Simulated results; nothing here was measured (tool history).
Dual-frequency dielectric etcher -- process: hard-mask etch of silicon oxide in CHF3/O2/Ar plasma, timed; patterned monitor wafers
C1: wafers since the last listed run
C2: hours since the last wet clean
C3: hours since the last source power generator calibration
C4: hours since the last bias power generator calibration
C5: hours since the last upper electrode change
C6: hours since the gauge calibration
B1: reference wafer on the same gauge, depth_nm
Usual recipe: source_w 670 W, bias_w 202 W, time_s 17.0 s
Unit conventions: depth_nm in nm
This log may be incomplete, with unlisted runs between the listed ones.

{"run": 1, "hour": 0.0, "source_w": 790, "bias_w": 238, "time_s": 17.0, "C1": 0, "C2": 268.3, "C3": 2202.5, "C4": 1530.2, "C5": 2745.1, "C6": 267.2, "B1": 37.5, "depth_nm": 38.21}
{"run": 2, "hour": 12.4, "source_w": 670, "bias_w": 202, "time_s": 17.0, "C1": 180, "C2": 280.7, "C3": 2214.9, "C4": 1542.6, "C5": 2757.5, "C6": 279.6, "B1": 37.48, "depth_nm": 33.77}
{"run": 3, "hour": 30.3, "source_w": 670, "bias_w": 202, "time_s": 17.0, "C1": 260, "C2": 298.6, "C3": 2232.8, "C4": 1560.5, "C5": 2775.4, "C6": 297.5, "B1": 37.49, "depth_nm": 33.49}
{"run": 4, "hour": 54.8, "source_w": 670, "bias_w": 202, "time_s": 17.0, "C1": 357, "C2": 323.1, "C3": 2257.3, "C4": 1585.0, "C5": 2799.9, "C6": 322.0, "B1": 37.49, "depth_nm": 33.35}
{"run": 5, "hour": 74.4, "source_w": 670, "bias_w": 202, "time_s": 17.0, "C1": 285, "C2": 342.7, "C3": 2276.9, "C4": 1604.6, "C5": 2819.5, "C6": 341.6, "B1": 37.47, "depth_nm": 33.55}
{"run": 6, "hour": 87.7, "source_w": 670, "bias_w": 202, "time_s": 17.0, "C1": 193, "C2": 356.0, "C3": 2290.2, "C4": 1617.9, "C5": 2832.8, "C6": 354.9, "B1": 37.52, "depth_nm": 33.5}
{"run": 7, "hour": 121.0, "source_w": 670, "bias_w": 202, "time_s": 17.0, "C1": 485, "C2": 389.3, "C3": 2323.5, "C4": 1651.2, "C5": 2866.1, "C6": 388.2, "B1": 37.48, "depth_nm": 33.26}
{"hour": 151.6, "done": "source power generator calibrated"}
{"run": 8, "hour": 162.8, "source_w": 670, "bias_w": 202, "time_s": 17.0, "C1": 550, "C2": 431.1, "C3": 11.2, "C4": 1693.0, "C5": 2907.9, "C6": 430.0, "B1": 37.51, "depth_nm": 33.19}
{"run": 9, "hour": 197.2, "source_w": 670, "bias_w": 202, "time_s": 17.0, "C1": 501, "C2": 465.5, "C3": 45.6, "C4": 1727.4, "C5": 2942.3, "C6": 464.4, "B1": 37.48, "depth_nm": 32.81}
{"run": 10, "hour": 222.4, "source_w": 520, "bias_w": 202, "time_s": 17.0, "C1": 367, "C2": 490.7, "C3": 70.8, "C4": 1752.6, "C5": 2967.5, "C6": 489.6, "B1": 37.5, "depth_nm": 30.46}
{"run": 11, "hour": 256.7, "source_w": 670, "bias_w": 202, "time_s": 17.0, "C1": 499, "C2": 525.0, "C3": 105.1, "C4": 1786.9, "C5": 3001.8, "C6": 523.9, "B1": 37.47, "depth_nm": 32.85}
{"hour": 292.5, "done": "wet clean of the chamber"}
{"run": 12, "hour": 293.0, "source_w": 670, "bias_w": 202, "time_s": 21.5, "C1": 179, "C2": 0.5, "C3": 141.4, "C4": 1823.2, "C5": 3038.1, "C6": 560.2, "B1": 37.46, "depth_nm": 43.82}
{"run": 13, "hour": 313.3, "source_w": 620, "bias_w": 202, "time_s": 19.5, "C1": 295, "C2": 20.8, "C3": 161.7, "C4": 1843.5, "C5": 3058.4, "C6": 580.5, "B1": 37.48, "depth_nm": 38.92}
{"run": 14, "hour": 325.7, "source_w": 670, "bias_w": 202, "time_s": 17.0, "C1": 180, "C2": 33.2, "C3": 174.1, "C4": 1855.9, "C5": 3070.8, "C6": 592.9, "B1": 37.48, "depth_nm": 34.56}
{"run": 15, "hour": 338.1, "source_w": 800, "bias_w": 248, "time_s": 21.5, "C1": 180, "C2": 45.6, "C3": 186.5, "C4": 1868.3, "C5": 3083.2, "C6": 605.3, "B1": 37.52, "depth_nm": 51.02}
{"hour": 347.0, "done": "gauge calibrated"}
{"hour": 377.8, "done": "upper electrode replaced"}
{"run": 16, "hour": 378.3, "source_w": 670, "bias_w": 241, "time_s": 17.0, "C1": 236, "C2": 85.8, "C3": 226.7, "C4": 1908.5, "C5": 0.5, "C6": 31.3, "B1": 37.51, "depth_nm": 37.3}
{"hour": 387.2, "done": "bias power generator calibrated"}
{"run": 17, "hour": 451.3, "source_w": 670, "bias_w": 202, "time_s": 17.0, "C1": 1005, "C2": 158.8, "C3": 299.7, "C4": 64.1, "C5": 73.5, "C6": 104.3, "B1": 37.51, "depth_nm": 34.04}
{"run": 18, "hour": 467.4, "source_w": 670, "bias_w": 221, "time_s": 14.5, "C1": 234, "C2": 174.9, "C3": 315.8, "C4": 80.2, "C5": 89.6, "C6": 120.4, "B1": 37.49, "depth_nm": 30.11}
{"run": 19, "hour": 499.8, "source_w": 670, "bias_w": 202, "time_s": 17.0, "C1": 472, "C2": 207.3, "C3": 348.2, "C4": 112.6, "C5": 122.0, "C6": 152.8, "B1": 37.46, "depth_nm": 34.01}

Hidden condition of the tool, last listed run before each entry between runs versus first listed run after:
Logged between run 7 and run 8: source power generator calibrated (hour 151.6)
  etch rate over this chamber's usual, %: -4.05 -> -4.46
  what was measured, less what the result would be without the hidden state, depth_nm: -1.40 -> -1.55 nm
Logged between run 11 and run 12: wet clean of the chamber (hour 292.5)
  etch rate over this chamber's usual, %: -5.38 -> 0.0243
  what was measured, less what the result would be without the hidden state, depth_nm: -1.87 -> +0.01 nm
Logged between run 15 and run 16: gauge calibrated (hour 347.0); upper electrode replaced (hour 377.8)
  etch rate over this chamber's usual, %: -0.416 -> -0.809
  what was measured, less what the result would be without the hidden state, depth_nm: -0.22 -> -0.30 nm
Logged between run 16 and run 17: bias power generator calibrated (hour 387.2)
  etch rate over this chamber's usual, %: -0.809 -> -1.52
  what was measured, less what the result would be without the hidden state, depth_nm: -0.30 -> -0.52 nm
